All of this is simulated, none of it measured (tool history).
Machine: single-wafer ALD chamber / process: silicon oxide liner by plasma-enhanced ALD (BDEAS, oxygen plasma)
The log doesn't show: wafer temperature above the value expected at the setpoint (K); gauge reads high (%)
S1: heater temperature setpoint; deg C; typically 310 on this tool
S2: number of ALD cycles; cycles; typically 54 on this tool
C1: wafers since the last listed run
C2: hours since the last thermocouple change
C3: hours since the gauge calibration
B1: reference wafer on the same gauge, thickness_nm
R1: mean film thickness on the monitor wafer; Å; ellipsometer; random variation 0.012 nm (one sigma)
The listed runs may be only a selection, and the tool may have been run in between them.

{"run": 1, "day": 0.0, "S1": 310, "S2": 54, "C1": 0, "C2": 1785.7, "C3": 102.5, "B1": 4.54, "R1": 48.07}
{"run": 2, "day": 1.442, "S1": 310, "S2": 54, "C1": 189, "C2": 1820.3, "C3": 137.1, "B1": 4.541, "R1": 48.3}
{"run": 3, "day": 2.821, "S1": 310, "S2": 54, "C1": 181, "C2": 1853.4, "C3": 170.2, "B1": 4.549, "R1": 48.45}
{"run": 4, "day": 4.604, "S1": 310, "S2": 54, "C1": 234, "C2": 1896.2, "C3": 213.0, "B1": 4.549, "R1": 48.46}
{"run": 5, "day": 7.475, "S1": 310, "S2": 54, "C1": 377, "C2": 1965.1, "C3": 281.9, "B1": 4.556, "R1": 48.44}
{"run": 6, "day": 10.383, "S1": 310, "S2": 54, "C1": 382, "C2": 2034.9, "C3": 351.7, "B1": 4.561, "R1": 48.35}
{"run": 7, "day": 11.779, "S1": 310, "S2": 54, "C1": 183, "C2": 2068.4, "C3": 385.2, "B1": 4.563, "R1": 48.43}
{"run": 8, "day": 14.458, "S1": 310, "S2": 54, "C1": 352, "C2": 2132.7, "C3": 449.5, "B1": 4.563, "R1": 48.27}
{"run": 9, "day": 16.871, "S1": 310, "S2": 54, "C1": 317, "C2": 2190.6, "C3": 507.4, "B1": 4.563, "R1": 48.62}
{"day": 17.421, "done": "thermocouple changed; heater temperature recalibrated"}
{"run": 10, "day": 17.917, "S1": 310, "S2": 47, "C1": 93, "C2": 11.9, "C3": 532.5, "B1": 4.566, "R1": 42.14}

Estimate the outcome of run 11 from the log above:
{"run": 11, "day": 19.629, "S1": 324, "S2": 50, "C1": 225, "C2": 53.0, "C3": 573.6, "B1": "?", "R1": "?"}

B1: 4.569
R1: 44.07 Å
Had the tool carried no hidden state, the very same run would have given R1 43.60 Å.
